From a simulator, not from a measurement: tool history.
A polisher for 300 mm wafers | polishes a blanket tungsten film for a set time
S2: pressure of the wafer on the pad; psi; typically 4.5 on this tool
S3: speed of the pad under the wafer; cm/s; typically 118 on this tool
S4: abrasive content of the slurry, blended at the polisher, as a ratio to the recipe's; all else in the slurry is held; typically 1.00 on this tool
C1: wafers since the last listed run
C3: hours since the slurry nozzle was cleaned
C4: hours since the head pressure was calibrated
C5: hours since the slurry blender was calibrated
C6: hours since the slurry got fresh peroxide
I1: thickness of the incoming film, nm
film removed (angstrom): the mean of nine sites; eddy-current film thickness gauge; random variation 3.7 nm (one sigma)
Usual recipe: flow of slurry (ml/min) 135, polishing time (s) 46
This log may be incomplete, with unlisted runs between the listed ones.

run 1 day=0.000 | flow_of_slurry_(ml/min)=135 S2=4.5 S3=118 S4=1.00 polishing_time_(s)=57 | C1=0 wafers_polished_on_this_pad=1202 C3=197.6 C4=545.6 C5=77.8 C6=181.3 | I1=877.8 | film_removed_(angstrom)=3580
-- day=0.500 worn pad replaced by a new one
-- day=0.696 slurry tank refilled with fresh slurry and peroxide
run 2 day=1.142 | flow_of_slurry_(ml/min)=135 S2=4.5 S3=118 S4=1.00 polishing_time_(s)=57 | C1=346 wafers_polished_on_this_pad=222 C3=225.0 C4=573.0 C5=105.2 C6=10.7 | I1=872.7 | film_removed_(angstrom)=3849
run 3 day=2.500 | flow_of_slurry_(ml/min)=135 S2=4.5 S3=118 S4=1.00 polishing_time_(s)=57 | C1=504 wafers_polished_on_this_pad=726 C3=257.6 C4=605.6 C5=137.8 C6=43.3 | I1=854.8 | film_removed_(angstrom)=3840
-- day=3.067 slurry blender recalibrated
-- day=4.488 worn pad replaced by a new one
run 4 day=4.508 | flow_of_slurry_(ml/min)=135 S2=4.5 S3=118 S4=1.00 polishing_time_(s)=46 | C1=653 wafers_polished_on_this_pad=8 C3=305.8 C4=653.8 C5=34.6 C6=91.5 | I1=871.0 | film_removed_(angstrom)=3075
run 5 day=5.421 | flow_of_slurry_(ml/min)=135 S2=4.5 S3=118 S4=1.00 polishing_time_(s)=46 | C1=338 wafers_polished_on_this_pad=347 C3=327.7 C4=675.7 C5=56.5 C6=113.4 | I1=858.2 | film_removed_(angstrom)=3096
run 6 day=6.083 | flow_of_slurry_(ml/min)=135 S2=4.5 S3=118 S4=1.00 polishing_time_(s)=46 | C1=246 wafers_polished_on_this_pad=593 C3=343.6 C4=691.6 C5=72.4 C6=129.3 | I1=869.5 | film_removed_(angstrom)=3060
-- day=7.012 slurry tank refilled with fresh slurry and peroxide
run 7 day=7.075 | flow_of_slurry_(ml/min)=115 S2=4.5 S3=118 S4=1.00 polishing_time_(s)=46 | C1=352 wafers_polished_on_this_pad=945 C3=367.4 C4=715.4 C5=96.2 C6=1.5 | I1=867.6 | film_removed_(angstrom)=2931
-- day=7.642 worn pad replaced by a new one
run 8 day=8.321 | flow_of_slurry_(ml/min)=115 S2=4.5 S3=118 S4=1.00 polishing_time_(s)=46 | C1=400 wafers_polished_on_this_pad=251 C3=397.3 C4=745.3 C5=126.1 C6=31.4 | I1=870.5 | film_removed_(angstrom)=3012
run 9 day=9.750 | flow_of_slurry_(ml/min)=100 S2=4.0 S3=98 S4=1.30 polishing_time_(s)=46 | C1=530 wafers_polished_on_this_pad=782 C3=431.6 C4=779.6 C5=160.4 C6=65.7 | I1=884.0 | film_removed_(angstrom)=2466
-- day=10.308 slurry blender recalibrated
run 10 day=11.012 | flow_of_slurry_(ml/min)=175 S2=3.1 S3=118 S4=1.00 polishing_time_(s)=46 | C1=437 wafers_polished_on_this_pad=1220 C3=461.9 C4=809.9 C5=16.9 C6=96.0 | I1=867.2 | film_removed_(angstrom)=2454
-- day=11.517 worn pad replaced by a new one
run 11 day=11.562 | flow_of_slurry_(ml/min)=135 S2=5.2 S3=76 S4=1.10 polishing_time_(s)=46 | C1=142 wafers_polished_on_this_pad=17 C3=475.1 C4=823.1 C5=30.1 C6=109.2 | I1=874.8 | film_removed_(angstrom)=2479
-- day=12.429 head pressure recalibrated
run 12 day=12.775 | flow_of_slurry_(ml/min)=135 S2=4.5 S3=106 S4=1.00 polishing_time_(s)=46 | C1=419 wafers_polished_on_this_pad=436 C3=504.2 C4=8.3 C5=59.2 C6=138.3 | I1=877.5 | film_removed_(angstrom)=2867
-- day=13.467 slurry nozzle cleaned
run 13 day=13.633 | flow_of_slurry_(ml/min)=135 S2=4.5 S3=156 S4=1.00 polishing_time_(s)=46 | C1=303 wafers_polished_on_this_pad=740 C3=4.0 C4=28.9 C5=79.8 C6=158.9 | I1=866.0 | film_removed_(angstrom)=3865
-- day=15.058 worn pad replaced by a new one
run 14 day=15.088 | flow_of_slurry_(ml/min)=135 S2=5.6 S3=118 S4=0.85 polishing_time_(s)=36 | C1=478 wafers_polished_on_this_pad=11 C3=38.9 C4=63.8 C5=114.7 C6=193.8 | I1=857.7 | film_removed_(angstrom)=2706
-- day=15.138 slurry tank refilled with fresh slurry and peroxide
run 15 day=16.433 | flow_of_slurry_(ml/min)=135 S2=4.5 S3=118 S4=1.00 polishing_time_(s)=46 | C1=484 wafers_polished_on_this_pad=495 C3=71.2 C4=96.1 C5=147.0 C6=31.1 | I1=863.6 | film_removed_(angstrom)=3088
-- day=17.012 slurry blender recalibrated
run 16 day=17.212 | flow_of_slurry_(ml/min)=135 S2=4.5 S3=118 S4=0.90 polishing_time_(s)=51 | C1=258 wafers_polished_on_this_pad=754 C3=89.9 C4=114.8 C5=4.8 C6=49.8 | I1=856.2 | film_removed_(angstrom)=3295
run 17 day=18.158 | flow_of_slurry_(ml/min)=135 S2=4.5 S3=118 S4=1.00 polishing_time_(s)=46 | C1=351 wafers_polished_on_this_pad=1105 C3=112.6 C4=137.5 C5=27.5 C6=72.5 | I1=871.5 | film_removed_(angstrom)=3013

Per-run results on a tool with no hidden state, each run keeping its own random variation:
Hidden state at play: removal rate lost through wear of the pad, %; slurry flow missing at the pad, %; deviation of the head's pressure from its setpoint, %; abrasive missing from the slurry, %; peroxide lost from the slurry, %.
run=1 film_removed_(angstrom)=3827
run=2 film_removed_(angstrom)=3880
run=3 film_removed_(angstrom)=3958
run=4 film_removed_(angstrom)=3099
run=5 film_removed_(angstrom)=3137
run=6 film_removed_(angstrom)=3133
run=7 film_removed_(angstrom)=3081
run=8 film_removed_(angstrom)=3062
run=9 film_removed_(angstrom)=2571
run=10 film_removed_(angstrom)=2676
run=11 film_removed_(angstrom)=2503
run=12 film_removed_(angstrom)=2923
run=13 film_removed_(angstrom)=4013
run=14 film_removed_(angstrom)=2722
run=15 film_removed_(angstrom)=3142
run=16 film_removed_(angstrom)=3411
run=17 film_removed_(angstrom)=3221

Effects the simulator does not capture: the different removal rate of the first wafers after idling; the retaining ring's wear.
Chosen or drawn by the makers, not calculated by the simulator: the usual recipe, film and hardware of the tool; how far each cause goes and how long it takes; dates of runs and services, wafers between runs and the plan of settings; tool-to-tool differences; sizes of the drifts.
